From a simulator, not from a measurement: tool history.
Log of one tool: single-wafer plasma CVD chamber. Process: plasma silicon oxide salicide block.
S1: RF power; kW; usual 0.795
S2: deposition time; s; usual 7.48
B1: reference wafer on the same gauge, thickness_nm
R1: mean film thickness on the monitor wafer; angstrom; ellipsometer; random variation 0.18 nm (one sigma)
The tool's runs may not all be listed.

run	day	S1	S2	B1	R1
1	0.000	0.795	7.48	83.848	753.70
2	2.933	0.795	7.48	83.847	747.34
3	5.925	0.795	7.48	83.776	747.31
4	14.883	0.795	7.48	83.819	748.34
5	17.417	0.795	7.48	83.791	750.12
6	19.912	0.795	7.48	83.828	747.19
7	21.029	0.795	7.48	83.769	747.37
# day 21.188: gauge calibrated
8	24.888	0.795	7.48	83.778	745.74
9	27.862	0.915	8.21	83.834	847.75
# day 30.042: showerhead replaced
10	30.500	0.915	8.21	83.770	845.29
11	31.888	0.795	7.48	83.795	749.05
12	34.829	0.795	7.48	83.756	746.03
13	36.292	0.885	6.68	83.821	680.48
14	37.938	0.795	8.23	83.777	820.34
15	40.271	0.795	7.48	83.757	749.85
# day 40.796: RF generator calibrated
16	41.729	0.725	7.04	83.777	697.15
17	44.400	0.655	8.24	83.796	802.47
18	46.642	0.795	6.24	83.818	630.22
19	47.779	0.890	7.48	83.819	776.18
20	50.067	0.850	8.47	83.794	867.48
21	52.700	0.755	7.48	83.820	745.33
22	53.992	0.795	7.48	83.810	758.33
23	56.112	0.795	8.24	83.830	830.33
24	57.392	0.795	6.16	83.788	621.98

Forecast each of these 3 alternatives for the next run:
A	57.408	0.925	7.48	?	?
B	57.408	0.915	8.87	?	?
C	57.408	0.915	8.38	?	?

run	B1	R1
A	83.780	777.72
B	83.780	920.01
C	83.780	869.19
Without the tool's hidden state the same runs would have given:
run	R1
A	781.97
B	925.04
C	873.94
